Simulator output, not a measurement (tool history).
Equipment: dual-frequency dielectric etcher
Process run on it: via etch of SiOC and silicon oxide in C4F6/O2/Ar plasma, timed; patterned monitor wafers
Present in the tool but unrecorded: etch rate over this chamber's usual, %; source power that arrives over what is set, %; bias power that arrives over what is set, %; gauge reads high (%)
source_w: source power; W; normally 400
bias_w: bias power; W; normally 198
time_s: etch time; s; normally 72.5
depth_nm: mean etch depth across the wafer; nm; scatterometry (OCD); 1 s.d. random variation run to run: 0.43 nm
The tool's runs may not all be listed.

run,hour,source_w,bias_w,time_s,wafers since the last listed run,hours since the last wet clean,hours since the last source power generator calibration,hours since the last bias power generator calibration,hours since the last upper electrode change,hours since the gauge calibration,"read-back reference wafer on the same gauge, depth_nm",depth_nm
1,0.0,400,198,72.5,0,128.1,5189.0,2207.4,4516.8,263.2,84.1,77.7
2,24.4,400,198,72.5,332,152.5,5213.4,2231.8,4541.2,287.6,84.3,76.8
3,37.8,400,198,72.5,182,165.9,5226.8,2245.2,4554.6,301.0,84.3,78.4
4,62.3,400,220,60.5,333,190.4,5251.3,2269.7,4579.1,325.5,84.2,65.9
5,75.0,400,220,60.5,172,203.1,5264.0,2282.4,4591.8,338.2,84.2,66.0
# hour 105.7: gauge calibrated
6,105.7,400,198,83.0,418,233.8,5294.7,2313.1,4622.5,0.0,84.2,89.2
7,125.9,400,198,83.0,275,254.0,5314.9,2333.3,4642.7,20.2,84.2,89.9
8,156.0,400,198,72.5,409,284.1,5345.0,2363.4,4672.8,50.3,84.3,78.4
9,176.2,400,179,72.5,275,304.3,5365.2,2383.6,4693.0,70.5,84.1,76.4
10,194.2,400,179,72.5,245,322.3,5383.2,2401.6,4711.0,88.5,84.3,76.8
# hour 218.4: source power generator calibrated
11,229.9,400,198,61.0,431,358.0,11.5,2437.3,4746.7,124.2,84.3,66.1
12,253.1,400,198,61.0,315,381.2,34.7,2460.5,4769.9,147.4,84.3,65.6
13,289.0,400,198,72.5,488,417.1,70.6,2496.4,4805.8,183.3,84.1,78.4
# hour 318.9: upper electrode replaced
14,319.4,400,198,51.5,87,447.5,101.0,2526.8,0.5,213.7,84.2,55.6
15,341.3,400,198,72.5,298,469.4,122.9,2548.7,22.4,235.6,84.3,78.7
16,357.3,430,166,72.5,217,485.4,138.9,2564.7,38.4,251.6,84.2,77.6
17,378.6,400,221,72.5,290,506.7,160.2,2586.0,59.7,272.9,84.3,80.6
# hour 474.9: wet clean of the chamber
18,478.4,470,223,52.5,1032,3.5,260.0,2685.8,159.5,372.7,84.2,59.6
# hour 505.7: gauge calibrated
# hour 506.2: bias power generator calibrated
19,517.6,400,198,89.5,479,42.7,299.2,11.4,198.7,11.9,83.9,96.0
20,553.5,500,232,63.5,488,78.6,335.1,47.3,234.6,47.8,84.2,73.6
21,587.5,400,198,72.5,463,112.6,369.1,81.3,268.6,81.8,84.2,77.1
22,606.9,480,198,54.0,264,132.0,388.5,100.7,288.0,101.2,84.2,60.0
23,631.9,400,198,72.5,340,157.0,413.5,125.7,313.0,126.2,84.4,78.3
24,656.4,430,211,89.0,333,181.5,438.0,150.2,337.5,150.7,84.3,97.8
25,676.2,460,244,92.0,269,201.3,457.8,170.0,357.3,170.5,84.1,104.9

Predict each of these 4 candidate next runs independently; none follows another, all start after run 25:
A,676.6,360,198,72.5,5,201.7,458.2,170.4,357.7,170.9,?,?
B,676.6,400,235,72.5,5,201.7,458.2,170.4,357.7,170.9,?,?
C,676.6,490,236,65.0,5,201.7,458.2,170.4,357.7,170.9,?,?
D,676.6,310,226,56.0,5,201.7,458.2,170.4,357.7,170.9,?,?

run,"read-back reference wafer on the same gauge, depth_nm",depth_nm
A,84.2,76.3
B,84.2,80.1
C,84.2,74.9
D,84.2,58.7
Without the tool's unlogged condition, the same runs would have read:
run,depth_nm
A,75.7
B,79.5
C,74.3
D,58.2

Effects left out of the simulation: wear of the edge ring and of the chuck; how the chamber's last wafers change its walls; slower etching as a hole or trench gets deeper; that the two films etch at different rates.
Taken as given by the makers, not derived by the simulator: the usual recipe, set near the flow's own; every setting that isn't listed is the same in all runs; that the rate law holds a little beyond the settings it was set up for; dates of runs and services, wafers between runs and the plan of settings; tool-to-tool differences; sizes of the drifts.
